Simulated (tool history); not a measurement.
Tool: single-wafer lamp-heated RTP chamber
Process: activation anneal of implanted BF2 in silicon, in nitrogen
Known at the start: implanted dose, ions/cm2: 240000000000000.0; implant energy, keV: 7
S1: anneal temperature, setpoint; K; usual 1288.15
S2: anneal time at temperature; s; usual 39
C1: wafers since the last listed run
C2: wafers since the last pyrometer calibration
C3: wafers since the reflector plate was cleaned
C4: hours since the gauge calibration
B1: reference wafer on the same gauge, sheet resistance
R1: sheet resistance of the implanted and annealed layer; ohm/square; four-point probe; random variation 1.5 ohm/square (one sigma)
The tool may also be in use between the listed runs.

run	hour	S1	S2	C1	C2	C3	C4	B1	R1
1	0.0	1288.15	39	0	4765	6019	224.6	579.95	505.96
2	15.8	1288.15	39	213	4978	6233	240.4	580.13	506.12
3	33.1	1288.15	47	233	5212	6467	257.7	580.42	501.40
4	48.3	1288.15	47	205	5417	6672	272.9	580.45	501.38
5	62.2	1288.15	39	187	5605	6860	286.8	580.39	507.00
6	77.2	1288.15	39	202	5808	7063	301.8	579.71	506.33
7	125.2	1288.15	27	648	6457	7711	349.8	580.26	517.48
8	142.8	1288.15	27	237	6694	7949	367.4	580.50	515.63
9	149.6	1288.15	39	91	6786	8041	374.2	579.64	507.33
10	165.1	1288.15	56	209	6996	8251	389.7	579.94	495.91
11	182.3	1288.15	56	232	7228	8483	406.9	580.23	499.52
12	199.9	1288.15	39	237	7466	8721	424.5	579.62	506.55
13	212.7	1288.15	39	172	7639	8894	437.3	579.95	508.51
# hour 222.5: reflector plate cleaned
# hour 226.6: pyrometer window cleaned and pyrometer calibrated
14	228.4	1288.15	39	47	24	24	453.0	580.04	525.21
# hour 229.0: gauge calibrated
15	234.7	1288.15	39	85	109	109	5.7	579.62	522.59
16	251.1	1288.15	39	221	330	330	22.1	579.66	516.84
17	265.4	1304.15	39	193	524	524	36.4	579.22	507.08
18	282.1	1288.15	18	225	749	749	53.1	580.09	542.91
19	300.0	1288.15	45	241	991	991	71.0	580.13	509.29
20	312.8	1306.15	58	172	1164	1164	83.8	579.94	492.30
21	330.3	1263.15	21	236	1401	1401	101.3	580.06	569.43
22	344.2	1288.15	39	187	1589	1589	115.2	580.11	510.92
23	354.8	1273.15	61	143	1732	1732	125.8	579.88	513.54
24	367.8	1316.15	39	175	1908	1908	138.8	580.13	493.87
25	418.1	1277.15	20	679	2587	2587	189.1	580.75	541.58
26	431.3	1288.15	39	178	2766	2766	202.3	580.95	509.80
27	448.1	1297.15	32	227	2993	2993	219.1	580.40	510.57
28	471.6	1288.15	39	317	3310	3310	242.6	580.14	507.68
29	480.4	1277.15	20	118	3429	3429	251.4	579.54	539.74
30	490.0	1311.15	39	129	3559	3559	261.0	580.37	496.62
31	535.8	1288.15	39	618	4178	4178	306.8	580.43	509.77
32	542.5	1288.15	20	90	4269	4269	313.5	579.43	524.31
33	556.0	1296.15	50	182	4451	4451	327.0	579.51	497.73
34	572.2	1269.15	39	218	4670	4670	343.2	580.52	527.26

5 ways to go on from here, each from the tool as it stands after run 34. What would each give?
A	572.6	1297.15	39	5	4675	4675	343.6	?	?
B	572.6	1299.15	58	5	4675	4675	343.6	?	?
C	572.6	1297.15	60	5	4675	4675	343.6	?	?
D	572.6	1266.15	59	5	4675	4675	343.6	?	?
E	572.6	1312.15	39	5	4675	4675	343.6	?	?

run	B1	R1
A	580.03	501.58
B	580.03	488.96
C	580.03	489.07
D	580.03	512.95
E	580.03	492.74
Without the tool's hidden state the same runs would have given:
run	R1
A	513.97
B	500.55
C	501.09
D	537.71
E	503.67
